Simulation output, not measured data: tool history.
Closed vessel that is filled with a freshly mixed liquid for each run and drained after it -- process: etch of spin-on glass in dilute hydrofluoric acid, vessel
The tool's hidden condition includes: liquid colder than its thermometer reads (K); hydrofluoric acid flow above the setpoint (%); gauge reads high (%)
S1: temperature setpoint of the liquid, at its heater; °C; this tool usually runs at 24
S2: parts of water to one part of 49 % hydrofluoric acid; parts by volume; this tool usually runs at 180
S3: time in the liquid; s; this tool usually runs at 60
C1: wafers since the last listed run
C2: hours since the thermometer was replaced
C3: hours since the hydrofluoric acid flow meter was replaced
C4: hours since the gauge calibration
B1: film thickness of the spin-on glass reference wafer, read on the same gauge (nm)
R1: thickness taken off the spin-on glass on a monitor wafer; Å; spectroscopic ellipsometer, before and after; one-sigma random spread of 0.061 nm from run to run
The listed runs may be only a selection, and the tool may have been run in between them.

{"run": 1, "day": 0.0, "S1": 24, "S2": 180, "S3": 60, "C1": 0, "C2": 1602.1, "C3": 181.4, "C4": 1147.9, "B1": 59.96, "R1": 167.8}
{"run": 2, "day": 1.946, "S1": 24, "S2": 180, "S3": 75, "C1": 6384, "C2": 1648.8, "C3": 228.1, "C4": 1194.6, "B1": 59.97, "R1": 210}
{"run": 3, "day": 7.196, "S1": 24, "S2": 180, "S3": 85, "C1": 17225, "C2": 1774.8, "C3": 354.1, "C4": 1320.6, "B1": 60.02, "R1": 236.6}
{"run": 4, "day": 10.183, "S1": 24, "S2": 180, "S3": 85, "C1": 9802, "C2": 1846.5, "C3": 425.8, "C4": 1392.3, "B1": 59.98, "R1": 236.4}
{"run": 5, "day": 11.933, "S1": 24, "S2": 180, "S3": 85, "C1": 5741, "C2": 1888.5, "C3": 467.8, "C4": 1434.3, "B1": 60.01, "R1": 236.1}
{"run": 6, "day": 14.633, "S1": 24, "S2": 180, "S3": 60, "C1": 8858, "C2": 1953.3, "C3": 532.6, "C4": 1499.1, "B1": 59.96, "R1": 167.6}
{"run": 7, "day": 16.908, "S1": 24, "S2": 180, "S3": 60, "C1": 7464, "C2": 2007.9, "C3": 587.2, "C4": 1553.7, "B1": 60.01, "R1": 167.6}
{"run": 8, "day": 20.517, "S1": 25.5, "S2": 180, "S3": 80, "C1": 11839, "C2": 2094.5, "C3": 673.8, "C4": 1640.3, "B1": 59.97, "R1": 235.1}
{"day": 23.838, "done": "hydrofluoric acid flow meter replaced"}
{"run": 9, "day": 24.629, "S1": 21.5, "S2": 180, "S3": 45, "C1": 13356, "C2": 2193.2, "C3": 19, "C4": 1739, "B1": 60, "R1": 114}
{"day": 25.829, "done": "thermometer replaced"}
{"run": 10, "day": 27.417, "S1": 21.5, "S2": 180, "S3": 45, "C1": 9009, "C2": 38.1, "C3": 85.9, "C4": 1805.9, "B1": 60.02, "R1": 112.6}
{"run": 11, "day": 31.371, "S1": 21.5, "S2": 180, "S3": 45, "C1": 12973, "C2": 133, "C3": 180.8, "C4": 1900.8, "B1": 60.06, "R1": 112.7}
{"run": 12, "day": 33.283, "S1": 26, "S2": 140, "S3": 60, "C1": 6274, "C2": 178.9, "C3": 226.7, "C4": 1946.7, "B1": 60.04, "R1": 238.6}
{"run": 13, "day": 35.158, "S1": 26, "S2": 140, "S3": 60, "C1": 6151, "C2": 223.9, "C3": 271.7, "C4": 1991.7, "B1": 60.02, "R1": 238.4}
{"run": 14, "day": 37.867, "S1": 26, "S2": 140, "S3": 60, "C1": 8886, "C2": 288.9, "C3": 336.7, "C4": 2056.7, "B1": 59.93, "R1": 237.9}
{"day": 39.058, "done": "gauge calibrated"}
{"run": 15, "day": 41.496, "S1": 24, "S2": 180, "S3": 60, "C1": 11907, "C2": 376, "C3": 423.8, "C4": 58.5, "B1": 60.02, "R1": 165.6}
{"run": 16, "day": 43.425, "S1": 26, "S2": 140, "S3": 60, "C1": 6329, "C2": 422.3, "C3": 470.1, "C4": 104.8, "B1": 60.01, "R1": 238.4}
{"day": 45.538, "done": "thermometer replaced, repeated, since the last time left the tool worse"}
{"run": 17, "day": 47.554, "S1": 26.5, "S2": 180, "S3": 75, "C1": 13411, "C2": 48.4, "C3": 569.2, "C4": 203.9, "B1": 60.04, "R1": 232.9}
{"run": 18, "day": 51.45, "S1": 26, "S2": 140, "S3": 60, "C1": 12782, "C2": 141.9, "C3": 662.7, "C4": 297.4, "B1": 60, "R1": 245.4}
{"run": 19, "day": 53.229, "S1": 20.5, "S2": 140, "S3": 75, "C1": 5837, "C2": 184.6, "C3": 705.4, "C4": 340.1, "B1": 59.98, "R1": 248.7}
{"day": 54.296, "done": "hydrofluoric acid flow meter replaced"}
{"run": 20, "day": 57.646, "S1": 20.5, "S2": 180, "S3": 60, "C1": 14354, "C2": 290.6, "C3": 80.4, "C4": 446.1, "B1": 60.01, "R1": 147.7}
{"run": 21, "day": 60.65, "S1": 20, "S2": 180, "S3": 60, "C1": 9856, "C2": 362.7, "C3": 152.5, "C4": 518.2, "B1": 60.01, "R1": 144.9}
{"run": 22, "day": 62.392, "S1": 21, "S2": 230, "S3": 90, "C1": 5714, "C2": 404.5, "C3": 194.3, "C4": 560, "B1": 59.98, "R1": 168.9}
{"run": 23, "day": 66.854, "S1": 25.5, "S2": 180, "S3": 45, "C1": 14641, "C2": 511.6, "C3": 301.4, "C4": 667.1, "B1": 60.06, "R1": 134.5}
{"run": 24, "day": 69.229, "S1": 24, "S2": 180, "S3": 50, "C1": 7792, "C2": 568.6, "C3": 358.4, "C4": 724.1, "B1": 60, "R1": 139.7}
{"run": 25, "day": 72.896, "S1": 25.5, "S2": 110, "S3": 30, "C1": 12030, "C2": 656.6, "C3": 446.4, "C4": 812.1, "B1": 59.98, "R1": 157.8}
{"run": 26, "day": 75.958, "S1": 24, "S2": 115, "S3": 60, "C1": 10048, "C2": 730.1, "C3": 519.9, "C4": 885.6, "B1": 60.02, "R1": 284.5}
{"run": 27, "day": 78.254, "S1": 20, "S2": 215, "S3": 85, "C1": 7532, "C2": 785.2, "C3": 575, "C4": 940.7, "B1": 60.01, "R1": 165}
{"day": 81.358, "done": "hydrofluoric acid flow meter replaced"}
{"run": 28, "day": 81.396, "S1": 26.5, "S2": 220, "S3": 60, "C1": 10171, "C2": 860.6, "C3": 0.9, "C4": 1016.1, "B1": 59.98, "R1": 144.8}

Hidden state at the last listed run before each entry between runs and at the first one after, where it differs:
Between runs 8 and 9: hydrofluoric acid flow meter replaced (day 23.838)
  liquid colder than its thermometer reads (K): 0.517 -> 0.539
  the result without the hidden state subtracted from the measured one, R1: -4.6 -> -2.4 Å
Between runs 9 and 10: thermometer replaced (day 25.829)
  liquid colder than its thermometer reads (K): 0.539 -> 0.838
  the result without the hidden state subtracted from the measured one, R1: -2.4 -> -3.7 Å
Between runs 14 and 15: gauge calibrated (day 39.058)
  liquid colder than its thermometer reads (K): 0.893 -> 0.912
  the result without the hidden state subtracted from the measured one, R1: -8.1 -> -5.8 Å
Between runs 16 and 17: thermometer replaced, repeated, since the last time left the tool worse (day 45.538)
  liquid colder than its thermometer reads (K): 0.922 -> 0.147
  the result without the hidden state subtracted from the measured one, R1: -8.5 -> -1.3 Å
Between runs 19 and 20: hydrofluoric acid flow meter replaced (day 54.296)
  liquid colder than its thermometer reads (K): 0.177 -> 0.2
  the result without the hidden state subtracted from the measured one, R1: -1.8 -> -1.1 Å
Between runs 27 and 28: hydrofluoric acid flow meter replaced (day 81.358)
  liquid colder than its thermometer reads (K): 0.308 -> 0.325
  the result without the hidden state subtracted from the measured one, R1: -2 -> -1.6 Å

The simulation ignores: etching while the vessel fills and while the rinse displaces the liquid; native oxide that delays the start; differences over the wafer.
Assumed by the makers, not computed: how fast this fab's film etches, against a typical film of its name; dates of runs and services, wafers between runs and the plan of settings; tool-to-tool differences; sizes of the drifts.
